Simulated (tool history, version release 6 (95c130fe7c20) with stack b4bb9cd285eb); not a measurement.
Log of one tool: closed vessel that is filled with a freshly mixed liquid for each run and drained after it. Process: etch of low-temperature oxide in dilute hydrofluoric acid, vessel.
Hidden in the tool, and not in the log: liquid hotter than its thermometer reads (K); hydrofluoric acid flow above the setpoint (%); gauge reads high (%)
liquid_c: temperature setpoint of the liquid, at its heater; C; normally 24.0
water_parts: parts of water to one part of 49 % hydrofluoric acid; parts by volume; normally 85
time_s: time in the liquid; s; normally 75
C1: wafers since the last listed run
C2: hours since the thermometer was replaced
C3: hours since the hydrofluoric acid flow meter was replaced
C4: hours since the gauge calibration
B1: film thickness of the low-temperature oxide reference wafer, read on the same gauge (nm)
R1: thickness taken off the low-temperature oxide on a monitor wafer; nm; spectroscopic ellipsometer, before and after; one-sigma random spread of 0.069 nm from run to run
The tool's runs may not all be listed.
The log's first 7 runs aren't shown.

run 8 hour=165.4 | liquid_c=26.5 water_parts=85 time_s=75 | C1=3386 C2=2457.2 C3=1584.9 C4=1052.7 | B1=70.00 | R1=19.74
run 9 hour=222.4 | liquid_c=28.0 water_parts=85 time_s=75 | C1=5546 C2=2514.2 C3=1641.9 C4=1109.7 | B1=69.99 | R1=21.00
run 10 hour=241.8 | liquid_c=27.0 water_parts=85 time_s=75 | C1=1887 C2=2533.6 C3=1661.3 C4=1129.1 | B1=69.94 | R1=20.18
run 11 hour=255.2 | liquid_c=28.0 water_parts=100 time_s=30 | C1=1303 C2=2547.0 C3=1674.7 C4=1142.5 | B1=70.03 | R1=6.98
run 12 hour=272.6 | liquid_c=19.5 water_parts=105 time_s=120 | C1=1693 C2=2564.4 C3=1692.1 C4=1159.9 | B1=69.99 | R1=18.80
run 13 hour=289.3 | liquid_c=24.0 water_parts=75 time_s=45 | C1=1624 C2=2581.1 C3=1708.8 C4=1176.6 | B1=70.02 | R1=12.45
-- hour=295.5 hydrofluoric acid flow meter replaced
run 14 hour=308.1 | liquid_c=24.0 water_parts=85 time_s=75 | C1=1731 C2=2599.9 C3=12.6 C4=1195.4 | B1=70.00 | R1=17.94
run 15 hour=378.9 | liquid_c=20.5 water_parts=125 time_s=50 | C1=6888 C2=2670.7 C3=83.4 C4=1266.2 | B1=69.98 | R1=6.75
run 16 hour=400.5 | liquid_c=24.0 water_parts=85 time_s=75 | C1=2101 C2=2692.3 C3=105.0 C4=1287.8 | B1=69.97 | R1=17.99
run 17 hour=416.6 | liquid_c=20.0 water_parts=85 time_s=75 | C1=1566 C2=2708.4 C3=121.1 C4=1303.9 | B1=70.01 | R1=15.31
run 18 hour=444.7 | liquid_c=28.0 water_parts=60 time_s=60 | C1=2734 C2=2736.5 C3=149.2 C4=1332.0 | B1=70.02 | R1=24.61
-- hour=518.4 thermometer replaced
run 19 hour=531.4 | liquid_c=28.0 water_parts=120 time_s=90 | C1=8338 C2=13.0 C3=235.9 C4=1418.7 | B1=69.98 | R1=16.30
-- hour=540.5 gauge calibrated
run 20 hour=557.6 | liquid_c=24.0 water_parts=85 time_s=75 | C1=2549 C2=39.2 C3=262.1 C4=17.1 | B1=69.98 | R1=17.29
run 21 hour=589.8 | liquid_c=24.0 water_parts=85 time_s=75 | C1=3133 C2=71.4 C3=294.3 C4=49.3 | B1=69.99 | R1=17.21
run 22 hour=611.8 | liquid_c=24.0 water_parts=85 time_s=110 | C1=2140 C2=93.4 C3=316.3 C4=71.3 | B1=70.03 | R1=25.18
run 23 hour=637.3 | liquid_c=24.0 water_parts=85 time_s=75 | C1=2481 C2=118.9 C3=341.8 C4=96.8 | B1=69.99 | R1=17.28
run 24 hour=666.8 | liquid_c=24.0 water_parts=70 time_s=105 | C1=2870 C2=148.4 C3=371.3 C4=126.3 | B1=69.97 | R1=29.76
run 25 hour=689.4 | liquid_c=24.0 water_parts=85 time_s=75 | C1=2198 C2=171.0 C3=393.9 C4=148.9 | B1=70.02 | R1=17.26
run 26 hour=722.6 | liquid_c=19.0 water_parts=110 time_s=75 | C1=3230 C2=204.2 C3=427.1 C4=182.1 | B1=69.99 | R1=10.58
run 27 hour=740.7 | liquid_c=24.0 water_parts=50 time_s=50 | C1=1761 C2=222.3 C3=445.2 C4=200.2 | B1=70.01 | R1=20.43
run 28 hour=767.6 | liquid_c=28.5 water_parts=105 time_s=115 | C1=2617 C2=249.2 C3=472.1 C4=227.1 | B1=69.97 | R1=24.73
run 29 hour=795.2 | liquid_c=20.5 water_parts=45 time_s=95 | C1=2685 C2=276.8 C3=499.7 C4=254.7 | B1=69.98 | R1=37.69
run 30 hour=810.2 | liquid_c=24.0 water_parts=50 time_s=35 | C1=1459 C2=291.8 C3=514.7 C4=269.7 | B1=70.02 | R1=14.29
run 31 hour=836.8 | liquid_c=24.0 water_parts=85 time_s=95 | C1=2588 C2=318.4 C3=541.3 C4=296.3 | B1=70.03 | R1=21.93

Here are 5 independent what-if runs from the current tool condition. What would each one return?
run A hour=837.5 | liquid_c=22.5 water_parts=85 time_s=75 | C1=68 C2=319.1 C3=542.0 C4=297.0 | B1=? | R1=?
run B hour=837.5 | liquid_c=21.5 water_parts=110 time_s=110 | C1=68 C2=319.1 C3=542.0 C4=297.0 | B1=? | R1=?
run C hour=837.5 | liquid_c=24.0 water_parts=110 time_s=75 | C1=68 C2=319.1 C3=542.0 C4=297.0 | B1=? | R1=?
run D hour=837.5 | liquid_c=21.0 water_parts=50 time_s=35 | C1=68 C2=319.1 C3=542.0 C4=297.0 | B1=? | R1=?
run E hour=837.5 | liquid_c=24.0 water_parts=60 time_s=75 | C1=68 C2=319.1 C3=542.0 C4=297.0 | B1=? | R1=?

run=A B1=70.01 R1=16.20
run=B B1=70.01 R1=17.12
run=C B1=70.01 R1=12.89
run=D B1=70.01 R1=12.61
run=E B1=70.01 R1=25.18
Without the tool's unlogged condition, the same runs would have read:
run=A R1=16.10
run=B R1=17.01
run=C R1=12.81
run=D R1=12.53
run=E R1=25.01

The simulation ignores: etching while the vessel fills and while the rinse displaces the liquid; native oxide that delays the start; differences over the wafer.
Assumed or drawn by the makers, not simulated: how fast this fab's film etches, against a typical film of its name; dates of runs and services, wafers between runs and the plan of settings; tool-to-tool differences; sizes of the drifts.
